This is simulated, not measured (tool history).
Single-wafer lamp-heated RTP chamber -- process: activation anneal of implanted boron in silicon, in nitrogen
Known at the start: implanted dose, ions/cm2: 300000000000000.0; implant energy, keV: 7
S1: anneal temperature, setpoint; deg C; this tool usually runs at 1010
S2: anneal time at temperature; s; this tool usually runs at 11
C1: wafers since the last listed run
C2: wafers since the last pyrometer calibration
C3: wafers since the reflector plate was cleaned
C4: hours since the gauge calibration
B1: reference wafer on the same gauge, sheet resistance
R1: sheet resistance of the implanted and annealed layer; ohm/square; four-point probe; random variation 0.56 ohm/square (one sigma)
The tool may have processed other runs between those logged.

run 1 hour=0 | S1=1010 S2=11 | C1=0 C2=4660 C3=4415 C4=47.1 | B1=400.24 | R1=374.7
run 2 hour=28.4 | S1=1010 S2=11 | C1=590 C2=5251 C3=5006 C4=75.5 | B1=399.52 | R1=374.01
run 3 hour=64 | S1=1010 S2=11 | C1=740 C2=5991 C3=5746 C4=111.1 | B1=398.97 | R1=373.7
run 4 hour=86.4 | S1=1010 S2=11 | C1=465 C2=6457 C3=6212 C4=133.5 | B1=398.51 | R1=374.59
-- hour=101.9 pyrometer window cleaned and pyrometer calibrated
run 5 hour=107.6 | S1=1010 S2=11 | C1=274 C2=117 C3=6486 C4=154.7 | B1=398.41 | R1=372.82
run 6 hour=123.6 | S1=1010 S2=11 | C1=332 C2=450 C3=6819 C4=170.7 | B1=398.21 | R1=373.85
run 7 hour=153.6 | S1=1010 S2=11 | C1=623 C2=1074 C3=7443 C4=200.7 | B1=397.89 | R1=371.85
run 8 hour=187.7 | S1=1010 S2=11 | C1=709 C2=1783 C3=8152 C4=234.8 | B1=397.67 | R1=372.04
run 9 hour=202.5 | S1=1010 S2=11 | C1=307 C2=2090 C3=8459 C4=249.6 | B1=397.7 | R1=372.18
run 10 hour=218.8 | S1=1010 S2=11 | C1=338 C2=2429 C3=8798 C4=265.9 | B1=397.65 | R1=371.56
run 11 hour=254.2 | S1=1010 S2=11 | C1=736 C2=3165 C3=9534 C4=301.3 | B1=397.42 | R1=372.45
run 12 hour=282.5 | S1=987 S2=11 | C1=588 C2=3754 C3=10123 C4=329.6 | B1=397.33 | R1=379.31
-- hour=312.1 reflector plate cleaned
run 13 hour=315.4 | S1=987 S2=11 | C1=517 C2=4271 C3=68 C4=362.5 | B1=397.32 | R1=378.24
-- hour=360.7 gauge calibrated
-- hour=405 pyrometer window cleaned and pyrometer calibrated
run 14 hour=405.5 | S1=1010 S2=11 | C1=1707 C2=10 C3=1775 C4=44.8 | B1=401.08 | R1=375
run 15 hour=422.1 | S1=1010 S2=16 | C1=345 C2=355 C3=2120 C4=61.4 | B1=400.78 | R1=373.43
run 16 hour=434.4 | S1=1002 S2=6 | C1=255 C2=611 C3=2376 C4=73.7 | B1=400.31 | R1=379.06
run 17 hour=454.4 | S1=991 S2=14 | C1=415 C2=1027 C3=2792 C4=93.7 | B1=400.01 | R1=378.87
run 18 hour=469.5 | S1=1001 S2=13 | C1=313 C2=1341 C3=3106 C4=108.8 | B1=399.74 | R1=376.28
run 19 hour=482.5 | S1=996 S2=11 | C1=270 C2=1611 C3=3376 C4=121.8 | B1=399.59 | R1=377.45
run 20 hour=501.8 | S1=1010 S2=6 | C1=401 C2=2013 C3=3778 C4=141.1 | B1=399.12 | R1=376.11
run 21 hour=526.2 | S1=1010 S2=6 | C1=507 C2=2520 C3=4285 C4=165.5 | B1=399.07 | R1=377.11
run 22 hour=552.8 | S1=1002 S2=8 | C1=553 C2=3073 C3=4838 C4=192.1 | B1=398.93 | R1=376.14
run 23 hour=582.3 | S1=1034 S2=7 | C1=613 C2=3686 C3=5451 C4=221.6 | B1=398.54 | R1=372.45
run 24 hour=617.3 | S1=1010 S2=11 | C1=727 C2=4414 C3=6179 C4=256.6 | B1=398.42 | R1=373.29
run 25 hour=633.7 | S1=1010 S2=14 | C1=341 C2=4755 C3=6520 C4=273 | B1=398.38 | R1=372.34

Predict the results of run 26:
run 26 hour=660.3 | S1=999 S2=17 | C1=553 C2=5308 C3=7073 C4=299.6 | B1=? | R1=?

{"run 26": {"B1": 398.14, "R1": 373.7}}
On a tool with no hidden condition, and with the same random variation, this run would have come out at R1 377.25 ohm/square.

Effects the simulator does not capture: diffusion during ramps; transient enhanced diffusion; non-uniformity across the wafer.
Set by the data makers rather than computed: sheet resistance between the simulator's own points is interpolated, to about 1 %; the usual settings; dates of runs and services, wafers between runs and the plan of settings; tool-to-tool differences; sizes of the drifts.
